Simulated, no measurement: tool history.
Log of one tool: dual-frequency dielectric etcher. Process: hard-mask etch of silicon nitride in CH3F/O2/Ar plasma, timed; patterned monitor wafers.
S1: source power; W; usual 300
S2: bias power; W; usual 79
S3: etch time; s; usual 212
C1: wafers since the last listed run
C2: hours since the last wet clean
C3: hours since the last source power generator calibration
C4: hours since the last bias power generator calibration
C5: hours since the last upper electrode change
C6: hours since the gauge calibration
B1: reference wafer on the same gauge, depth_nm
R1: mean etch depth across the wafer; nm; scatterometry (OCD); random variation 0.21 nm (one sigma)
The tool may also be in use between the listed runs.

{"run": 1, "hour": 0.0, "S1": 300, "S2": 88, "S3": 212, "C1": 0, "C2": 184.8, "C3": 4324.2, "C4": 3538.6, "C5": 3042.1, "C6": 197.8, "B1": 171, "R1": 148.2}
{"run": 2, "hour": 22.1, "S1": 300, "S2": 88, "S3": 212, "C1": 210, "C2": 206.9, "C3": 4346.3, "C4": 3560.7, "C5": 3064.2, "C6": 219.9, "B1": 171, "R1": 147.8}
{"run": 3, "hour": 42.3, "S1": 300, "S2": 79, "S3": 212, "C1": 192, "C2": 227.1, "C3": 4366.5, "C4": 3580.9, "C5": 3084.4, "C6": 240.1, "B1": 171, "R1": 142}
{"run": 4, "hour": 75.6, "S1": 300, "S2": 79, "S3": 212, "C1": 317, "C2": 260.4, "C3": 4399.8, "C4": 3614.2, "C5": 3117.7, "C6": 273.4, "B1": 171, "R1": 141.8}
{"run": 5, "hour": 93.7, "S1": 300, "S2": 79, "S3": 212, "C1": 172, "C2": 278.5, "C3": 4417.9, "C4": 3632.3, "C5": 3135.8, "C6": 291.5, "B1": 171.1, "R1": 141.7}
{"run": 6, "hour": 109.0, "S1": 300, "S2": 79, "S3": 184.5, "C1": 145, "C2": 293.8, "C3": 4433.2, "C4": 3647.6, "C5": 3151.1, "C6": 306.8, "B1": 171.1, "R1": 123}
{"run": 7, "hour": 133.7, "S1": 300, "S2": 79, "S3": 212, "C1": 235, "C2": 318.5, "C3": 4457.9, "C4": 3672.3, "C5": 3175.8, "C6": 331.5, "B1": 171, "R1": 141.6}
{"run": 8, "hour": 155.7, "S1": 300, "S2": 79, "S3": 212, "C1": 209, "C2": 340.5, "C3": 4479.9, "C4": 3694.3, "C5": 3197.8, "C6": 353.5, "B1": 171.1, "R1": 141.5}
{"run": 9, "hour": 184.4, "S1": 300, "S2": 90, "S3": 212, "C1": 273, "C2": 369.2, "C3": 4508.6, "C4": 3723, "C5": 3226.5, "C6": 382.2, "B1": 171, "R1": 148.9}
{"hour": 186.5, "done": "gauge calibrated"}
{"hour": 192.9, "done": "source power generator calibrated"}
{"run": 10, "hour": 219.6, "S1": 300, "S2": 90, "S3": 212, "C1": 297, "C2": 404.4, "C3": 26.7, "C4": 3758.2, "C5": 3261.7, "C6": 33.1, "B1": 170.9, "R1": 148.4}
{"run": 11, "hour": 232.6, "S1": 300, "S2": 90, "S3": 212, "C1": 124, "C2": 417.4, "C3": 39.7, "C4": 3771.2, "C5": 3274.7, "C6": 46.1, "B1": 171.1, "R1": 148.4}
{"run": 12, "hour": 253.7, "S1": 330, "S2": 79, "S3": 212, "C1": 201, "C2": 438.5, "C3": 60.8, "C4": 3792.3, "C5": 3295.8, "C6": 67.2, "B1": 171.1, "R1": 145.2}
{"run": 13, "hour": 271.3, "S1": 300, "S2": 79, "S3": 212, "C1": 167, "C2": 456.1, "C3": 78.4, "C4": 3809.9, "C5": 3313.4, "C6": 84.8, "B1": 171, "R1": 141.3}
{"hour": 295.5, "done": "bias power generator calibrated"}
{"run": 14, "hour": 305.2, "S1": 270, "S2": 84, "S3": 232.5, "C1": 285, "C2": 490, "C3": 112.3, "C4": 9.7, "C5": 3347.3, "C6": 118.7, "B1": 171, "R1": 153.5}
{"run": 15, "hour": 321.5, "S1": 300, "S2": 79, "S3": 212, "C1": 155, "C2": 506.3, "C3": 128.6, "C4": 26, "C5": 3363.6, "C6": 135, "B1": 170.9, "R1": 140.8}
{"hour": 359.6, "done": "wet clean of the chamber"}
{"run": 16, "hour": 360.1, "S1": 380, "S2": 85, "S3": 243, "C1": 139, "C2": 0.5, "C3": 167.2, "C4": 64.6, "C5": 3402.2, "C6": 173.6, "B1": 170.9, "R1": 179.9}
{"hour": 385.5, "done": "upper electrode replaced"}
{"run": 17, "hour": 390.8, "S1": 300, "S2": 79, "S3": 264, "C1": 63, "C2": 31.2, "C3": 197.9, "C4": 95.3, "C5": 5.3, "C6": 204.3, "B1": 171, "R1": 177.8}
{"run": 18, "hour": 411.4, "S1": 300, "S2": 79, "S3": 212, "C1": 196, "C2": 51.8, "C3": 218.5, "C4": 115.9, "C5": 25.9, "C6": 224.9, "B1": 171.1, "R1": 142.9}
{"run": 19, "hour": 442.8, "S1": 270, "S2": 64, "S3": 160, "C1": 299, "C2": 83.2, "C3": 249.9, "C4": 147.3, "C5": 57.3, "C6": 256.3, "B1": 171, "R1": 96.4}
{"run": 20, "hour": 458.3, "S1": 260, "S2": 70, "S3": 171, "C1": 147, "C2": 98.7, "C3": 265.4, "C4": 162.8, "C5": 72.8, "C6": 271.8, "B1": 171, "R1": 105.3}
{"run": 21, "hour": 478.2, "S1": 260, "S2": 98, "S3": 254, "C1": 189, "C2": 118.6, "C3": 285.3, "C4": 182.7, "C5": 92.7, "C6": 291.7, "B1": 171, "R1": 178.5}
{"run": 22, "hour": 495.6, "S1": 270, "S2": 65, "S3": 174, "C1": 165, "C2": 136, "C3": 302.7, "C4": 200.1, "C5": 110.1, "C6": 309.1, "B1": 171.1, "R1": 105.3}

Forecast each of these 4 alternatives for the next run:
{"run": "A", "hour": 496.1, "S1": 300, "S2": 79, "S3": 212, "C1": 4, "C2": 136.5, "C3": 303.2, "C4": 200.6, "C5": 110.6, "C6": 309.6, "B1": "?", "R1": "?"}
{"run": "B", "hour": 496.1, "S1": 270, "S2": 59, "S3": 178, "C1": 4, "C2": 136.5, "C3": 303.2, "C4": 200.6, "C5": 110.6, "C6": 309.6, "B1": "?", "R1": "?"}
{"run": "C", "hour": 496.1, "S1": 270, "S2": 94, "S3": 272, "C1": 4, "C2": 136.5, "C3": 303.2, "C4": 200.6, "C5": 110.6, "C6": 309.6, "B1": "?", "R1": "?"}
{"run": "D", "hour": 496.1, "S1": 370, "S2": 96, "S3": 261, "C1": 4, "C2": 136.5, "C3": 303.2, "C4": 200.6, "C5": 110.6, "C6": 309.6, "B1": "?", "R1": "?"}

run=A B1=171 R1=142.1
run=B B1=171 R1=103.9
run=C B1=171 R1=189.2
run=D B1=171 R1=200.2
Without the tool's hidden state the same runs would have given:
run=A R1=142.5
run=B R1=104.2
run=C R1=189.8
run=D R1=200.8
